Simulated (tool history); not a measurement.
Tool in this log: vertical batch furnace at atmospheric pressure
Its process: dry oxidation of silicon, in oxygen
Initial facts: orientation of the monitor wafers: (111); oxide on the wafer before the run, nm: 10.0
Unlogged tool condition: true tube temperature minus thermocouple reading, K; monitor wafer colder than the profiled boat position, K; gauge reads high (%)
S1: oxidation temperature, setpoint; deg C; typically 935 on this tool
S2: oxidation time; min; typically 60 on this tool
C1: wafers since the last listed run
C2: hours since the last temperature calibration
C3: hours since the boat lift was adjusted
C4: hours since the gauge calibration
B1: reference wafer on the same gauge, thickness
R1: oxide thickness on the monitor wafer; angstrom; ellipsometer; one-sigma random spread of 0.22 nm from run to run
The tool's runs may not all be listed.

Run 1, hour 0: usual settings but S1 949 deg C, S2 66.5 min; C1 0; C2 1098.8; C3 4362.9; C4 60.2; B1 51.46. Result: R1 530.5 angstrom.
Run 2, hour 54.8: usual settings; C1 375; C2 1153.6; C3 4417.7; C4 115; B1 51.47. Result: R1 441.5 angstrom.
Run 3, hour 251.2: usual settings; C1 1344; C2 1350; C3 4614.1; C4 311.4; B1 51.02. Result: R1 437.1 angstrom.
Run 4, hour 281: usual settings but S1 920 deg C; C1 203; C2 1379.8; C3 4643.9; C4 341.2; B1 50.88. Result: R1 390.9 angstrom.
Run 5, hour 309.5: usual settings but S1 920 deg C; C1 195; C2 1408.3; C3 4672.4; C4 369.7; B1 50.92. Result: R1 388.4 angstrom.
At hour 318.4: gauge calibrated.
Run 6, hour 355.3: usual settings; C1 313; C2 1454.1; C3 4718.2; C4 36.9; B1 51.75. Result: R1 445.1 angstrom.
At hour 396.5: boat lift adjusted.
Run 7, hour 405.5: usual settings but S2 44 min; C1 179; C2 1504.3; C3 9; C4 87.1; B1 51.58. Result: R1 369.8 angstrom.
Run 8, hour 457.7: usual settings but S1 923 deg C; C1 357; C2 1556.5; C3 61.2; C4 139.3; B1 51.48. Result: R1 403.2 angstrom.
Run 9, hour 517.7: usual settings but S1 925 deg C, S2 31.5 min; C1 410; C2 1616.5; C3 121.2; C4 199.3; B1 51.37. Result: R1 281.8 angstrom.
At hour 598.8: thermocouples replaced and temperature profile calibrated.
Run 10, hour 599.3: usual settings; C1 394; C2 0.5; C3 202.8; C4 280.9; B1 51.09. Result: R1 439.6 angstrom.
Run 11, hour 626.3: usual settings but S1 917 deg C, S2 35 min; C1 184; C2 27.5; C3 229.8; C4 307.9; B1 51.08. Result: R1 280.1 angstrom.
Run 12, hour 668.9: usual settings but S2 48 min; C1 291; C2 70.1; C3 272.4; C4 350.5; B1 50.97. Result: R1 380.5 angstrom.
Run 13, hour 726.3: usual settings but S1 956 deg C, S2 82.5 min; C1 392; C2 127.5; C3 329.8; C4 407.9; B1 50.88. Result: R1 631.8 angstrom.
At hour 736.1: gauge calibrated.
Run 14, hour 775.5: usual settings; C1 336; C2 176.7; C3 379; C4 39.4; B1 51.53. Result: R1 445.7 angstrom.
Run 15, hour 813.3: usual settings but S1 924 deg C, S2 76 min; C1 258; C2 214.5; C3 416.8; C4 77.2; B1 51.57. Result: R1 471.7 angstrom.

Forecast each of these 3 alternatives for the next run:
Run A, hour 818.9: usual settings but S2 68 min; C1 38; C2 220.1; C3 422.4; C4 82.8; B1 ?. Result: R1 ?.
Run B, hour 818.9: usual settings but S1 914 deg C, S2 89 min; C1 38; C2 220.1; C3 422.4; C4 82.8; B1 ?. Result: R1 ?.
Run C, hour 818.9: usual settings but S1 918 deg C, S2 84 min; C1 38; C2 220.1; C3 422.4; C4 82.8; B1 ?. Result: R1 ?.

run     B1     R1
  A  51.45  478.5
  B  51.45  474.8
  C  51.45  474.6
Without the tool's hidden state the same runs would have given:
run     R1
  A  480.4
  B  476.7
  C  476.4
